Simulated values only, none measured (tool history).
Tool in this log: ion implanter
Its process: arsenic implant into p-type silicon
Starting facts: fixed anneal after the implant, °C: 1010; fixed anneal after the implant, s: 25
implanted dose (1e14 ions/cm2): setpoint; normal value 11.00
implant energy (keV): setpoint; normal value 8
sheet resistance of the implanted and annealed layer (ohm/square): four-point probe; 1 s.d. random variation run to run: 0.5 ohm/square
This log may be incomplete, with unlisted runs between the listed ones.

run	hour	implanted dose (1e14 ions/cm2)	implant energy (keV)	read-back reference wafer on the same gauge, sheet resistance	sheet resistance of the implanted and annealed layer (ohm/square)
1	0.0	13.01	9	133.00	124.15
2	89.0	13.01	9	133.03	123.38
3	135.0	11.00	8	133.06	134.11
4	195.4	11.00	8	133.01	134.40
5	265.3	11.00	8	133.09	133.83
6	315.1	11.00	8	133.28	133.66
7	398.6	11.00	8	132.90	133.75
8	464.9	11.00	8	133.21	134.98
9	557.4	13.30	8	132.86	125.22
# hour 569.8: gauge calibrated
10	628.6	13.30	8	133.00	125.14

Expected results for the next run?
11	734.2	12.28	7	?	?

{"run 11": {"read-back reference wafer on the same gauge, sheet resistance": 132.93, "sheet resistance of the implanted and annealed layer (ohm/square)": 130.91}}
With the hidden condition absent and the run-to-run variation left alone, this run would have shown sheet resistance of the implanted and annealed layer (ohm/square) 129.99.

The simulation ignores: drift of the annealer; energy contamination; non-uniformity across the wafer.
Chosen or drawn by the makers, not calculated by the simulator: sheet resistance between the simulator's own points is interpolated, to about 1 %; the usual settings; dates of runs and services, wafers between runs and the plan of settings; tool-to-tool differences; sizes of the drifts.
